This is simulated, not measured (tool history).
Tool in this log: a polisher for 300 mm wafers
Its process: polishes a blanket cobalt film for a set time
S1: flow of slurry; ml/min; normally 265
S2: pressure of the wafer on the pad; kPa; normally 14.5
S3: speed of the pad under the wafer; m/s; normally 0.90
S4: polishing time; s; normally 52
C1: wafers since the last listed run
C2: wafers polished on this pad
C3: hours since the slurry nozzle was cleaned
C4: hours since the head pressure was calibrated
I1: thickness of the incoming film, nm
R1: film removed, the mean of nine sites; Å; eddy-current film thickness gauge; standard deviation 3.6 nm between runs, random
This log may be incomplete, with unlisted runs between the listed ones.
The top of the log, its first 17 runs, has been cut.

| run | hour | S1 | S2 | S3 | S4 | C1 | C2 | C3 | C4 | I1 | R1 |
|---|---|---|---|---|---|---|---|---|---|---|---|
|  | 852.4 | worn pad replaced by a new one |
| 18 | 870.0 | 265 | 11.0 | 0.60 | 52 | 371 | 121 | 270.4 | 179.4 | 899.7 | 1161 |
| 19 | 933.8 | 265 | 14.5 | 0.90 | 52 | 439 | 560 | 334.2 | 243.2 | 883.5 | 2227 |
| 20 | 999.4 | 345 | 14.5 | 0.90 | 40 | 451 | 1012 | 399.8 | 308.8 | 879.4 | 1673 |
| 21 | 1032.3 | 265 | 14.5 | 0.90 | 52 | 226 | 1239 | 432.7 | 341.7 | 886.0 | 2132 |
| 22 | 1096.4 | 195 | 15.9 | 0.90 | 64 | 441 | 1680 | 496.8 | 405.8 | 884.4 | 2679 |
| 23 | 1158.7 | 205 | 10.3 | 0.64 | 43 | 429 | 2109 | 559.1 | 468.1 | 897.3 | 838 |
|  | 1203.3 | worn pad replaced by a new one |
| 24 | 1207.0 | 195 | 18.6 | 1.00 | 66 | 305 | 25 | 607.4 | 516.4 | 874.7 | 4183 |
| 25 | 1235.7 | 215 | 19.3 | 0.64 | 38 | 197 | 223 | 636.1 | 545.1 | 862.3 | 1566 |
| 26 | 1269.3 | 265 | 14.5 | 0.90 | 52 | 231 | 454 | 669.7 | 578.7 | 875.0 | 2279 |
|  | 1287.2 | slurry nozzle cleaned |
| 27 | 1302.3 | 315 | 11.0 | 1.12 | 66 | 220 | 675 | 15.1 | 611.7 | 894.6 | 2802 |
| 28 | 1366.5 | 305 | 17.2 | 0.64 | 52 | 442 | 1117 | 79.3 | 675.9 | 899.9 | 1847 |
|  | 1538.2 | worn pad replaced by a new one |
| 29 | 1552.1 | 265 | 14.5 | 0.90 | 52 | 1250 | 95 | 264.9 | 861.5 | 876.9 | 2345 |
| 30 | 1577.5 | 305 | 14.5 | 0.90 | 52 | 174 | 270 | 290.3 | 886.9 | 882.8 | 2368 |
| 31 | 1644.5 | 340 | 14.5 | 0.90 | 38 | 461 | 732 | 357.3 | 953.9 | 879.6 | 1635 |
| 32 | 1698.1 | 330 | 18.6 | 0.74 | 37 | 369 | 1101 | 410.9 | 1007.5 | 876.0 | 1664 |

What if the next run were any one of these 4? Each begins from the tool's condition after run 32:
| A | 1698.5 | 265 | 14.5 | 0.90 | 52 | 2 | 1104 | 411.3 | 1007.9 | 860.2 | ? |
| B | 1698.5 | 225 | 14.5 | 0.90 | 52 | 2 | 1104 | 411.3 | 1007.9 | 860.2 | ? |
| C | 1698.5 | 195 | 14.5 | 0.90 | 38 | 2 | 1104 | 411.3 | 1007.9 | 860.2 | ? |
| D | 1698.5 | 345 | 14.5 | 0.90 | 47 | 2 | 1104 | 411.3 | 1007.9 | 860.2 | ? |

| run | R1 |
|---|---|
| A | 2178 |
| B | 2135 |
| C | 1528 |
| D | 2019 |
With no hidden state in the tool, these same runs would have given:
| run | R1 |
|---|---|
| A | 2453 |
| B | 2404 |
| C | 1720 |
| D | 2274 |
